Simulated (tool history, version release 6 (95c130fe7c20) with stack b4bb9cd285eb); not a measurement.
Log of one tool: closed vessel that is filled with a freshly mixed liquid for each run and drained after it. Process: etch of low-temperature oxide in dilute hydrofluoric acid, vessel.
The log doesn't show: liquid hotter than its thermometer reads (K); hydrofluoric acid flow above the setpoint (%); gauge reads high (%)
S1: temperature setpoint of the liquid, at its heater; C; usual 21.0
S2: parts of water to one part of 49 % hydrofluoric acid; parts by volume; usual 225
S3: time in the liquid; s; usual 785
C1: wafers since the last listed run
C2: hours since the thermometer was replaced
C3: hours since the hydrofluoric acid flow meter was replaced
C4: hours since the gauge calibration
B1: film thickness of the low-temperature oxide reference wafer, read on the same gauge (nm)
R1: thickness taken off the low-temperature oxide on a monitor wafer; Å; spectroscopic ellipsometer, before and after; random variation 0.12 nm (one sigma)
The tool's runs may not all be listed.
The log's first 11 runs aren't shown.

| run | day | S1 | S2 | S3 | C1 | C2 | C3 | C4 | B1 | R1 |
|---|---|---|---|---|---|---|---|---|---|---|
| 12 | 6.104 | 21.0 | 225 | 1065 | 633 | 111.5 | 74.4 | 76.1 | 150.00 | 344.1 |
| 13 | 6.383 | 21.0 | 175 | 345 | 259 | 118.2 | 81.1 | 82.8 | 150.02 | 152.4 |
| 14 | 6.929 | 21.0 | 225 | 785 | 506 | 131.3 | 94.2 | 95.9 | 150.02 | 255.4 |
| 15 | 7.300 | 21.0 | 225 | 545 | 344 | 140.2 | 103.1 | 104.8 | 150.01 | 176.9 |
| 16 | 7.617 | 21.0 | 225 | 785 | 293 | 147.8 | 110.7 | 112.4 | 150.01 | 253.5 |
| 17 | 8.275 | 24.5 | 150 | 1105 | 610 | 163.6 | 126.5 | 128.2 | 149.98 | 663.8 |
| 18 | 8.638 | 21.0 | 325 | 785 | 336 | 172.3 | 135.2 | 136.9 | 150.01 | 159.0 |
| 19 | 9.342 | 21.0 | 225 | 785 | 653 | 189.2 | 152.1 | 153.8 | 150.00 | 256.8 |
| 20 | 10.042 | 21.0 | 315 | 1030 | 649 | 206.0 | 168.9 | 170.6 | 150.02 | 219.9 |
| 21 | 10.312 | 18.5 | 190 | 1190 | 251 | 212.5 | 175.4 | 177.1 | 149.99 | 430.5 |
| 22 | 12.550 | 19.0 | 225 | 415 | 2075 | 266.2 | 229.1 | 230.8 | 150.00 | 125.1 |
| 23 | 13.225 | 17.0 | 165 | 565 | 626 | 282.4 | 245.3 | 247.0 | 150.00 | 228.6 |
| 24 | 13.962 | 21.0 | 225 | 320 | 684 | 300.1 | 263.0 | 264.7 | 149.99 | 104.9 |
| 25 | 14.242 | 21.0 | 225 | 785 | 259 | 306.8 | 269.7 | 271.4 | 150.00 | 254.9 |
| 26 | 14.879 | 18.5 | 225 | 905 | 591 | 322.1 | 285.0 | 286.7 | 149.98 | 271.4 |
| 27 | 15.296 | 21.0 | 225 | 490 | 386 | 332.1 | 295.0 | 296.7 | 149.99 | 162.3 |
| 28 | 15.771 | 21.0 | 225 | 785 | 440 | 343.5 | 306.4 | 308.1 | 150.00 | 258.1 |
| 29 | 16.233 | 25.0 | 130 | 550 | 429 | 354.6 | 317.5 | 319.2 | 150.02 | 403.7 |
| 30 | 16.529 | 22.5 | 190 | 460 | 274 | 361.7 | 324.6 | 326.3 | 150.01 | 196.8 |
| 31 | 16.996 | 21.0 | 225 | 400 | 432 | 372.9 | 335.8 | 337.5 | 150.00 | 131.5 |
|  | 17.017 | gauge calibrated |
| 32 | 17.596 | 18.5 | 260 | 785 | 556 | 387.3 | 350.2 | 13.9 | 150.00 | 195.3 |
| 33 | 18.079 | 24.5 | 145 | 785 | 448 | 398.9 | 361.8 | 25.5 | 150.01 | 494.1 |

3 ways to go on from here, each from the tool as it stands after run 33. What would each give?
| A | 18.117 | 21.0 | 225 | 785 | 34 | 399.8 | 362.7 | 26.4 | ? | ? |
| B | 18.117 | 22.5 | 305 | 370 | 34 | 399.8 | 362.7 | 26.4 | ? | ? |
| C | 18.117 | 23.0 | 225 | 665 | 34 | 399.8 | 362.7 | 26.4 | ? | ? |

| run | B1 | R1 |
|---|---|---|
| A | 150.00 | 256.9 |
| B | 150.00 | 87.2 |
| C | 150.00 | 234.3 |
Without the tool's hidden state the same runs would have given:
| run | R1 |
|---|---|
| A | 248.8 |
| B | 84.7 |
| C | 227.1 |

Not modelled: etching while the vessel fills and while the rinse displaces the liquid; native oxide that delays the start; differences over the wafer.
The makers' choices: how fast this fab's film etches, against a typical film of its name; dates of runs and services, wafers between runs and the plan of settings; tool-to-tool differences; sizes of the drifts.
